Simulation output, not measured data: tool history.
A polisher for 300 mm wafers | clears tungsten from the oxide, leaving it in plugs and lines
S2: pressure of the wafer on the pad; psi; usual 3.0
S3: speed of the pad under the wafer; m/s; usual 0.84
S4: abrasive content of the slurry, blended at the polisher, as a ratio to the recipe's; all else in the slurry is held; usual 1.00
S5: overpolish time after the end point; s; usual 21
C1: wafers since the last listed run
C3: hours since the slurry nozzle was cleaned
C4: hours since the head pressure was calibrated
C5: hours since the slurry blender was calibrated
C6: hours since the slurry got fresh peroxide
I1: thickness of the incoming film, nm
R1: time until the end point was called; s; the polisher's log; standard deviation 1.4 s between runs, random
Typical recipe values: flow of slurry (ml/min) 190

Run 1, hour 0.0: usual settings; C1 0; wafers polished on this pad 282; C3 680.1; C4 141.0; C5 422.9; C6 7.0; I1 249.9. Result: R1 81.2 s.
At hour 20.0: slurry nozzle cleaned.
Run 2, hour 39.4: usual settings; C1 243; wafers polished on this pad 525; C3 19.4; C4 180.4; C5 462.3; C6 46.4; I1 249.2. Result: R1 78.7 s.
At hour 69.6: slurry blender recalibrated.
Run 3, hour 109.0: usual settings; C1 428; wafers polished on this pad 953; C3 89.0; C4 250.0; C5 39.4; C6 116.0; I1 249.2. Result: R1 80.3 s.
Run 4, hour 140.9: usual settings; C1 201; wafers polished on this pad 1155; C3 120.9; C4 281.9; C5 71.3; C6 147.9; I1 249.8. Result: R1 79.6 s.
At hour 190.9: slurry tank refilled with fresh slurry and peroxide.
At hour 195.8: worn pad replaced by a new one.
Run 5, hour 304.2: usual settings; C1 1002; wafers polished on this pad 686; C3 284.2; C4 445.2; C5 234.6; C6 113.3; I1 247.9. Result: R1 83.7 s.
Run 6, hour 339.2: usual settings; C1 221; wafers polished on this pad 907; C3 319.2; C4 480.2; C5 269.6; C6 148.3; I1 249.1. Result: R1 80.7 s.
At hour 346.2: slurry tank refilled with fresh slurry and peroxide.
At hour 404.5: worn pad replaced by a new one.
Run 7, hour 405.0: usual settings; C1 384; wafers polished on this pad 2; C3 385.0; C4 546.0; C5 335.4; C6 58.8; I1 251.4. Result: R1 84.7 s.
Run 8, hour 437.8: usual settings but S3 0.68 m/s; C1 207; wafers polished on this pad 210; C3 417.8; C4 578.8; C5 368.2; C6 91.6; I1 250.8. Result: R1 111.0 s.
Run 9, hour 484.7: usual settings but S3 0.60 m/s; C1 296; wafers polished on this pad 507; C3 464.7; C4 625.7; C5 415.1; C6 138.5; I1 246.3. Result: R1 120.4 s.
Run 10, hour 509.3: usual settings but flow of slurry (ml/min) 175, S2 2.5 psi, S4 0.75, S5 11 s; C1 155; wafers polished on this pad 663; C3 489.3; C4 650.3; C5 439.7; C6 163.1; I1 251.2. Result: R1 108.8 s.
At hour 530.4: head pressure recalibrated.
At hour 548.6: slurry tank refilled with fresh slurry and peroxide.
Run 11, hour 567.9: usual settings; C1 352; wafers polished on this pad 1015; C3 547.9; C4 37.5; C5 498.3; C6 19.3; I1 249.2. Result: R1 77.0 s.
At hour 577.7: slurry blender recalibrated.
At hour 618.2: slurry nozzle cleaned.
Run 12, hour 630.8: usual settings but flow of slurry (ml/min) 215, S2 2.5 psi; C1 379; wafers polished on this pad 1394; C3 12.6; C4 100.4; C5 53.1; C6 82.2; I1 251.8. Result: R1 92.8 s.
At hour 645.1: worn pad replaced by a new one.
Run 13, hour 677.4: usual settings but flow of slurry (ml/min) 215, S2 2.1 psi, S4 0.75, S5 29 s; C1 269; wafers polished on this pad 204; C3 59.2; C4 147.0; C5 99.7; C6 128.8; I1 245.5. Result: R1 110.0 s.
At hour 753.2: slurry tank refilled with fresh slurry and peroxide.
Run 14, hour 804.9: usual settings but S2 3.3 psi, S3 0.68 m/s; C1 800; wafers polished on this pad 1005; C3 186.7; C4 274.5; C5 227.2; C6 51.7; I1 249.9. Result: R1 86.7 s.
Run 15, hour 844.6: usual settings but S2 2.0 psi, S4 1.30; C1 251; wafers polished on this pad 1256; C3 226.4; C4 314.2; C5 266.9; C6 91.4; I1 248.2. Result: R1 112.6 s.
At hour 893.4: worn pad replaced by a new one.
Run 16, hour 906.9: usual settings but S2 2.3 psi; C1 369; wafers polished on this pad 85; C3 288.7; C4 376.5; C5 329.2; C6 153.7; I1 249.8. Result: R1 103.3 s.

What was the tool's hidden state at every run in the log?
removal rate lost through wear of the pad, %: 0 on each run
slurry flow missing at the pad, %: 0 on each run
abrasive missing from the slurry, %: 0 on each run
peroxide lost from the slurry, %: 0 on each run
H1: deviation of the head's pressure from its setpoint, %
run       H1
  1   -0.479
  2   -0.788
  3    -1.52
  4    -1.93
  5    -4.82
  6    -5.61
  7    -7.25
  8    -8.15
  9    -9.53
 10    -10.3
 11     1.72
 12     1.51
 13     1.23
 14  -0.0826
 15   -0.652
 16     -1.7

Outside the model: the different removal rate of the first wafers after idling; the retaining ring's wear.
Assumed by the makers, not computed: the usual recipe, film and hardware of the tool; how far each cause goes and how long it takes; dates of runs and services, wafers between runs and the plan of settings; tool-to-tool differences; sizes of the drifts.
